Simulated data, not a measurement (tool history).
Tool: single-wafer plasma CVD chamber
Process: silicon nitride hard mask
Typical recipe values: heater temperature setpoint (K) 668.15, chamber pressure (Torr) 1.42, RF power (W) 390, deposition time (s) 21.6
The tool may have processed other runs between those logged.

run,hour,heater temperature setpoint (K),chamber pressure (Torr),RF power (W),deposition time (s),"read-back reference wafer on the same gauge, thickness_nm",mean film thickness on the monitor wafer (nm)
1,0.0,668.15,1.22,390,21.6,33.682,25.484
2,7.2,668.15,1.42,390,21.6,33.693,27.818
3,18.6,668.15,1.67,390,22.6,33.699,31.477
4,26.2,668.15,1.67,390,22.6,33.712,31.496
5,38.5,668.15,1.67,390,22.6,33.707,31.433
6,45.5,668.15,1.14,415,21.6,33.697,24.681
# hour 92.6: RF generator calibrated
7,96.5,668.15,1.14,415,21.6,33.705,25.555
# hour 131.0: capacitance manometer re-zeroed and calibrated
8,137.9,668.15,1.42,390,21.6,33.694,29.957
# hour 152.6: thermocouple changed; heater temperature recalibrated
9,154.8,668.15,1.42,390,21.6,33.706,30.055
10,164.8,668.15,1.42,390,21.6,33.706,29.883
11,181.7,668.15,1.42,390,18.6,33.703,25.851
# hour 192.2: showerhead replaced
12,192.7,668.15,1.52,390,21.6,33.698,30.904
13,204.5,668.15,1.16,390,21.6,33.685,26.489
14,214.6,668.15,1.42,390,21.6,33.697,29.951
15,223.9,673.15,1.07,390,21.6,33.705,24.829
16,259.0,668.15,1.67,390,25.5,33.701,38.025
17,269.8,662.15,1.62,390,23.3,33.694,34.299
# hour 276.5: gauge calibrated
18,282.0,664.15,1.42,390,24.0,33.680,33.114
19,299.7,668.15,1.42,390,21.6,33.718,29.811
20,311.8,668.15,1.42,390,21.6,33.693,29.860
21,326.7,668.15,1.42,350,21.6,33.704,28.540
22,341.7,668.15,1.42,390,21.6,33.688,29.754
23,359.2,672.15,1.42,430,21.6,33.693,30.838
24,373.2,681.15,1.42,420,21.6,33.712,30.391
25,384.3,668.15,1.42,335,21.6,33.688,28.170
26,396.4,676.15,1.42,390,21.6,33.708,29.719
27,410.1,661.15,1.32,390,21.6,33.696,28.765
28,422.7,668.15,1.16,390,21.6,33.704,26.258

Here are 5 independent what-if runs from the current tool condition. What would each one return?
A,423.1,668.15,1.68,390,21.6,?,?
B,423.1,658.15,1.42,390,21.6,?,?
C,423.1,668.15,1.42,390,17.9,?,?
D,423.1,668.15,1.25,390,21.6,?,?
E,423.1,679.15,1.42,390,19.4,?,?

run,"read-back reference wafer on the same gauge, thickness_nm",mean film thickness on the monitor wafer (nm)
A,33.708,32.111
B,33.708,29.848
C,33.708,24.628
D,33.708,27.670
E,33.708,26.544
With no hidden state in the tool, these same runs would have given:
run,mean film thickness on the monitor wafer (nm)
A,32.443
B,30.155
C,24.881
D,27.952
E,26.817
